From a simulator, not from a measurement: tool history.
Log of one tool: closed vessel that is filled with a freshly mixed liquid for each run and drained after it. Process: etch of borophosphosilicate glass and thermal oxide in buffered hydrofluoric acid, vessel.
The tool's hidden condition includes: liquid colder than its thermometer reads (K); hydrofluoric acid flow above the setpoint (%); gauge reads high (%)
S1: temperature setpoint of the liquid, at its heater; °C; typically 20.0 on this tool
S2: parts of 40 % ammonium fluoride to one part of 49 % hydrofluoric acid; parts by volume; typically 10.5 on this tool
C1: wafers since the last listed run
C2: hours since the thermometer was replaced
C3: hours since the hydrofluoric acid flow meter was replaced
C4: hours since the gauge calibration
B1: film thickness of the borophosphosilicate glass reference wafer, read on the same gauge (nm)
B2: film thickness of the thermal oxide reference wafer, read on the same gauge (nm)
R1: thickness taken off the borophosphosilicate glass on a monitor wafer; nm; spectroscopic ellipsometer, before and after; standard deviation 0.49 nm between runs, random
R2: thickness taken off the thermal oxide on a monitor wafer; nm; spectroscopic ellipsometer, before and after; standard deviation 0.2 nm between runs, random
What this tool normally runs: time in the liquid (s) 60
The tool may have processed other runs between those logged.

{"run": 1, "hour": 0.0, "S1": 20.0, "S2": 10.5, "time in the liquid (s)": 60, "C1": 0, "C2": 361.0, "C3": 377.7, "C4": 901.5, "B1": 135.44, "B2": 156.23, "R1": 60.1, "R2": 55.86}
{"run": 2, "hour": 32.0, "S1": 20.0, "S2": 10.5, "time in the liquid (s)": 60, "C1": 3159, "C2": 393.0, "C3": 409.7, "C4": 933.5, "B1": 135.54, "B2": 156.45, "R1": 60.2, "R2": 55.81}
{"run": 3, "hour": 60.8, "S1": 20.0, "S2": 10.5, "time in the liquid (s)": 60, "C1": 2843, "C2": 421.8, "C3": 438.5, "C4": 962.3, "B1": 135.75, "B2": 156.61, "R1": 59.98, "R2": 56.05}
{"hour": 62.9, "done": "gauge calibrated"}
{"run": 4, "hour": 84.7, "S1": 20.0, "S2": 10.5, "time in the liquid (s)": 60, "C1": 2359, "C2": 445.7, "C3": 462.4, "C4": 21.8, "B1": 130.33, "B2": 150.35, "R1": 56.92, "R2": 54.19}
{"run": 5, "hour": 98.9, "S1": 20.0, "S2": 10.5, "time in the liquid (s)": 60, "C1": 1402, "C2": 459.9, "C3": 476.6, "C4": 36.0, "B1": 130.44, "B2": 150.49, "R1": 57.27, "R2": 53.87}
{"run": 6, "hour": 129.8, "S1": 20.0, "S2": 10.5, "time in the liquid (s)": 60, "C1": 3051, "C2": 490.8, "C3": 507.5, "C4": 66.9, "B1": 130.59, "B2": 150.67, "R1": 57.95, "R2": 54.14}
{"hour": 147.5, "done": "thermometer replaced"}
{"run": 7, "hour": 148.0, "S1": 20.0, "S2": 10.5, "time in the liquid (s)": 60, "C1": 1698, "C2": 0.5, "C3": 525.7, "C4": 85.1, "B1": 130.69, "B2": 150.74, "R1": 58.91, "R2": 54.09}
{"run": 8, "hour": 172.4, "S1": 20.0, "S2": 10.5, "time in the liquid (s)": 60, "C1": 2409, "C2": 24.9, "C3": 550.1, "C4": 109.5, "B1": 130.76, "B2": 150.9, "R1": 58.23, "R2": 54.05}
{"run": 9, "hour": 196.9, "S1": 20.0, "S2": 10.5, "time in the liquid (s)": 60, "C1": 2419, "C2": 49.4, "C3": 574.6, "C4": 134.0, "B1": 130.91, "B2": 151.1, "R1": 57.49, "R2": 54.1}
{"run": 10, "hour": 223.1, "S1": 22.0, "S2": 13.0, "time in the liquid (s)": 60, "C1": 2587, "C2": 75.6, "C3": 600.8, "C4": 160.2, "B1": 131.06, "B2": 151.25, "R1": 52.14, "R2": 49.27}
{"run": 11, "hour": 258.3, "S1": 17.0, "S2": 14.0, "time in the liquid (s)": 45, "C1": 3475, "C2": 110.8, "C3": 636.0, "C4": 195.4, "B1": 131.26, "B2": 151.48, "R1": 27.37, "R2": 25.95}
{"hour": 275.9, "done": "hydrofluoric acid flow meter replaced"}
{"run": 12, "hour": 294.0, "S1": 20.0, "S2": 9.0, "time in the liquid (s)": 85, "C1": 3426, "C2": 146.5, "C3": 18.1, "C4": 231.1, "B1": 131.49, "B2": 151.68, "R1": 93.2, "R2": 85.89}
{"run": 13, "hour": 317.7, "S1": 22.5, "S2": 10.5, "time in the liquid (s)": 60, "C1": 2340, "C2": 170.2, "C3": 41.8, "C4": 254.8, "B1": 131.52, "B2": 151.8, "R1": 66.74, "R2": 62.43}
{"run": 14, "hour": 336.3, "S1": 20.0, "S2": 12.5, "time in the liquid (s)": 45, "C1": 1836, "C2": 188.8, "C3": 60.4, "C4": 273.4, "B1": 131.64, "B2": 151.86, "R1": 36.43, "R2": 34.51}
{"run": 15, "hour": 348.7, "S1": 22.5, "S2": 10.5, "time in the liquid (s)": 60, "C1": 1224, "C2": 201.2, "C3": 72.8, "C4": 285.8, "B1": 131.73, "B2": 151.92, "R1": 67.05, "R2": 62.39}
{"run": 16, "hour": 361.7, "S1": 20.0, "S2": 10.5, "time in the liquid (s)": 30, "C1": 1283, "C2": 214.2, "C3": 85.8, "C4": 298.8, "B1": 131.78, "B2": 152.02, "R1": 29.11, "R2": 27.13}
{"run": 17, "hour": 390.2, "S1": 17.5, "S2": 13.0, "time in the liquid (s)": 60, "C1": 2814, "C2": 242.7, "C3": 114.3, "C4": 327.3, "B1": 131.95, "B2": 152.22, "R1": 41.49, "R2": 38.48}
{"run": 18, "hour": 419.5, "S1": 17.0, "S2": 11.5, "time in the liquid (s)": 75, "C1": 2893, "C2": 272.0, "C3": 143.6, "C4": 356.6, "B1": 132.11, "B2": 152.38, "R1": 56.03, "R2": 53.01}
{"run": 19, "hour": 441.7, "S1": 20.0, "S2": 10.5, "time in the liquid (s)": 60, "C1": 2192, "C2": 294.2, "C3": 165.8, "C4": 378.8, "B1": 132.19, "B2": 152.55, "R1": 58.32, "R2": 54.99}
{"run": 20, "hour": 459.4, "S1": 18.5, "S2": 10.5, "time in the liquid (s)": 60, "C1": 1747, "C2": 311.9, "C3": 183.5, "C4": 396.5, "B1": 132.33, "B2": 152.66, "R1": 53.91, "R2": 50.28}
{"run": 21, "hour": 482.8, "S1": 25.0, "S2": 7.0, "time in the liquid (s)": 30, "C1": 2310, "C2": 335.3, "C3": 206.9, "C4": 419.9, "B1": 132.38, "B2": 152.79, "R1": 57.06, "R2": 52.75}
{"run": 22, "hour": 518.3, "S1": 22.5, "S2": 13.0, "time in the liquid (s)": 70, "C1": 3505, "C2": 370.8, "C3": 242.4, "C4": 455.4, "B1": 132.63, "B2": 153.0, "R1": 64.02, "R2": 59.62}

Run 23 is up next; what results do you expect?
{"run": 23, "hour": 553.6, "S1": 20.0, "S2": 10.5, "time in the liquid (s)": 95, "C1": 3485, "C2": 406.1, "C3": 277.7, "C4": 490.7, "B1": "?", "B2": "?", "R1": "?", "R2": "?"}

B1: 132.84
B2: 153.18
R1: 90.81 nm
R2: 87.70 nm
If the tool had no hidden condition, the same run with the same run-to-run variation would have returned R1 88.91 nm, R2 85.86 nm.
